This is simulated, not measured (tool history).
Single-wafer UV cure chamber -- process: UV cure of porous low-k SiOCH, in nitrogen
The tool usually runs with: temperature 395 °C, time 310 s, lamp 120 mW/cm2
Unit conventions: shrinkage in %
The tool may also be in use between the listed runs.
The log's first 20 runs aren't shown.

run	day	temperature	time	lamp	shrinkage
# day 11.771: UV bulbs replaced
21	12.412	395	310	120	12.544
22	12.688	395	390	120	13.757
# day 13.375: quartz window cleaned
23	13.396	402	215	120	11.844
24	15.288	395	310	120	13.479
25	15.983	395	200	120	11.499
26	16.312	378	180	138	11.168
27	16.625	384	430	160	15.387
28	17.367	376	310	104	12.268
29	17.904	407	175	80	8.970
30	18.529	414	415	120	14.566
31	19.012	395	310	109	12.584
32	19.483	386	310	120	13.053
33	20.012	388	310	100	12.188
34	20.417	400	360	153	14.604
35	21.129	395	310	107	12.359
36	21.454	395	230	120	11.285
37	21.733	395	205	155	12.287
38	22.250	409	440	120	14.377
39	22.588	410	310	108	12.382
40	23.283	409	125	120	8.965
41	23.875	395	310	120	12.682
42	24.267	378	180	138	10.378
43	24.717	404	220	120	11.125
44	25.442	395	310	120	12.032

What if the next run were any one of these 4? Each begins from the tool's condition after run 44:
A	25.462	376	310	120	?
B	25.462	395	470	120	?
C	25.462	395	245	120	?
D	25.462	385	380	120	?

run	shrinkage
A	11.790
B	13.935
C	11.114
D	12.828
The same runs, with their run-to-run variation unchanged, on a tool lacking any hidden condition would have given:
run	shrinkage
A	13.129
B	15.303
C	12.436
D	14.187

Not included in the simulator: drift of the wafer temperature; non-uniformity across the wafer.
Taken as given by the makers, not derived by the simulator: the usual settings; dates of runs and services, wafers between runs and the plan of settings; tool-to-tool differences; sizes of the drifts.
